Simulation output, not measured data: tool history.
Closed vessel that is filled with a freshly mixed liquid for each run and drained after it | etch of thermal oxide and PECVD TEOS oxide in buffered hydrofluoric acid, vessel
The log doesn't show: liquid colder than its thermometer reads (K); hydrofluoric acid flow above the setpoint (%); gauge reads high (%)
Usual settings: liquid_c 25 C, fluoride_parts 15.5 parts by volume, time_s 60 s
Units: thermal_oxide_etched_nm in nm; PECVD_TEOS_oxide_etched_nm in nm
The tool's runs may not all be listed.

run	hour	liquid_c	fluoride_parts	time_s	wafers since the last listed run	hours since the thermometer was replaced	hours since the hydrofluoric acid flow meter was replaced	hours since the gauge calibration	read-back film thickness of the thermal oxide reference wafer, read on the same gauge (nm)	read-back film thickness of the PECVD TEOS oxide reference wafer, read on the same gauge (nm)	thermal_oxide_etched_nm	PECVD_TEOS_oxide_etched_nm
1	0	21.5	15.5	60	0	1005	1093.8	258.3	49.99	120.02	43.45	67.6
2	47.1	21.5	15.5	60	6668	1052.1	1140.9	305.4	50	120.02	43.07	66.39
3	95.1	28.5	15.5	60	6795	1100.1	1188.9	353.4	49.99	120	63.32	96.98
4	149.9	28.5	15.5	60	7758	1154.9	1243.7	408.2	49.99	119.99	63.91	97.87
5	196.8	25	15.5	60	6639	1201.8	1290.6	455.1	50	119.98	52.35	80.92
6	335.5	25	15.5	60	19636	1340.5	1429.3	593.8	50	119.98	52.65	81.9
7	383.7	25	15.5	60	6824	1388.7	1477.5	642	50	119.98	53.49	81.15
8	410.8	25	15.5	50	3836	1415.8	1504.6	669.1	49.98	120.01	44.46	67.76
9	475.9	25	15.5	50	9216	1480.9	1569.7	734.2	49.99	119.98	44.47	68.38
10	545.1	25	15.5	50	9797	1550.1	1638.9	803.4	50.02	120.01	44.22	68.59
11	581.6	23	17	60	5167	1586.6	1675.4	839.9	50.03	120	43.49	67.47
12	637.7	23	17	60	7942	1642.7	1731.5	896	49.98	119.98	43.96	67.35
13	670.4	25	20	60	4629	1675.4	1764.2	928.7	50.02	119.99	41.56	63.94
14	717.1	29.5	14	60	6611	1722.1	1810.9	975.4	50	119.97	75.66	116.82
15	788.6	23	17	60	10122	1793.6	1882.4	1046.9	50.01	119.99	44.17	67.03
16	848.7	23	15.5	60	8508	1853.7	1942.5	1107	50.01	119.99	47.99	74.33
17	878.4	25	15.5	60	4204	1883.4	1972.2	1136.7	50	120.02	53.94	82.81
# hour 893.8: hydrofluoric acid flow meter replaced
18	932.7	23	14	40	7546	1937.7	38.9	1191	49.98	119.98	33.48	51.88
19	962.1	25	15.5	30	4162	1967.1	68.3	1220.4	50.01	119.98	25.33	39.35
# hour 1011.3: thermometer replaced
# hour 1143.2: gauge calibrated
20	1153	25	13	75	26885	141.7	259.2	9.8	49.97	120.01	76.06	115.41
21	1197.4	21.5	15.5	60	6286	186.1	303.6	54.2	49.99	119.98	42.16	65.09
22	1252.7	25	15.5	60	7829	241.4	358.9	109.5	50.01	119.97	51.25	78.78
23	1309.7	21.5	17.5	70	8069	298.4	415.9	166.5	50	120.01	43.74	67.67
24	1348.7	25	18.5	35	5521	337.4	454.9	205.5	49.98	120.01	25.14	38.81
25	1399.2	25	15.5	60	7149	387.9	505.4	256	50	120.03	51.65	79.48
26	1466	23.5	17	95	9457	454.7	572.2	322.8	49.97	119.96	68.86	106.34

Forecast each of these 4 alternatives for the next run:
A	1466.7	25	15.5	60	99	455.4	572.9	323.5	?	?	?	?
B	1466.7	28	13	45	99	455.4	572.9	323.5	?	?	?	?
C	1466.7	27.5	20	90	99	455.4	572.9	323.5	?	?	?	?
D	1466.7	28	21	85	99	455.4	572.9	323.5	?	?	?	?

run	read-back film thickness of the thermal oxide reference wafer, read on the same gauge (nm)	read-back film thickness of the PECVD TEOS oxide reference wafer, read on the same gauge (nm)	thermal_oxide_etched_nm	PECVD_TEOS_oxide_etched_nm
A	50.02	119.98	51.82	79
B	50.02	119.98	54.26	82.71
C	50.02	119.98	69.22	105.53
D	50.02	119.98	64.49	98.31
Without the tool's hidden state the same runs would have given:
run	thermal_oxide_etched_nm	PECVD_TEOS_oxide_etched_nm
A	50.64	77.2
B	53.03	80.84
C	67.64	103.12
D	63.46	96.74

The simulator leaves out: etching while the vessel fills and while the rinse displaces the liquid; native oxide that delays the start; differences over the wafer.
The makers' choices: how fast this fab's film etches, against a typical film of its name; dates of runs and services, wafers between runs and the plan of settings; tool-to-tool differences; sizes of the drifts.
